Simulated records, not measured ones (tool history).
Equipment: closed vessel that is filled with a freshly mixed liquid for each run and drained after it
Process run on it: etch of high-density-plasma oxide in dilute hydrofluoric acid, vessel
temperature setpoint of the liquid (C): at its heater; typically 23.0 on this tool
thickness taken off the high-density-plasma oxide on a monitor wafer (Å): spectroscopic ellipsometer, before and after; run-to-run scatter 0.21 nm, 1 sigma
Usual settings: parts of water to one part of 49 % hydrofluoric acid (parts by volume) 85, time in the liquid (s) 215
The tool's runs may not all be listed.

run,hour,temperature setpoint of the liquid (C),parts of water to one part of 49 % hydrofluoric acid (parts by volume),time in the liquid (s),"read-back film thickness of the high-density-plasma oxide reference wafer, read on the same gauge (nm)",thickness taken off the high-density-plasma oxide on a monitor wafer (Å)
1,0.0,23.0,85,215,70.01,293.9
2,36.2,23.0,85,315,70.02,425.6
3,79.8,23.0,85,315,70.03,426.1
4,147.5,23.0,85,215,69.96,291.3
# hour 156.9: gauge calibrated
5,195.9,26.5,85,270,69.97,425.0
6,255.9,26.5,85,270,70.01,424.2
7,315.0,26.5,85,270,70.03,425.3
# hour 335.6: thermometer replaced
8,339.4,23.0,85,215,70.06,305.8
9,376.1,23.0,85,215,69.99,303.7
10,402.2,23.0,85,215,70.01,308.4
11,426.8,23.0,85,215,69.98,305.4
# hour 456.6: thermometer replaced, repeated, since the last time left the tool worse
# hour 477.3: hydrofluoric acid flow meter replaced
12,497.8,19.5,85,215,69.99,240.9
13,522.9,23.0,95,130,69.96,144.9
14,550.1,23.0,115,215,70.05,193.5
# hour 585.3: gauge calibrated
15,593.0,18.0,50,165,69.99,305.7
16,631.5,26.5,85,270,69.98,389.5
17,694.4,27.0,110,145,69.96,160.5
18,719.5,23.0,70,215,70.07,343.1
19,762.9,23.0,85,215,69.99,275.8
20,876.1,23.0,85,215,70.02,275.4
21,935.2,26.0,75,140,69.96,232.0

Here are 4 independent what-if runs from the current tool condition. What would each one return?
A,935.9,23.0,85,310,?,?
B,935.9,21.0,115,255,?,?
C,935.9,18.5,110,265,?,?
D,935.9,27.0,50,270,?,?

run,"read-back film thickness of the high-density-plasma oxide reference wafer, read on the same gauge (nm)",thickness taken off the high-density-plasma oxide on a monitor wafer (Å)
A,69.97,400.1
B,69.97,216.6
C,69.97,213.8
D,69.97,728.8
With the hidden condition removed and each run's random variation left untouched, the same runs would have given:
run,thickness taken off the high-density-plasma oxide on a monitor wafer (Å)
A,392.2
B,212.4
C,209.5
D,714.6
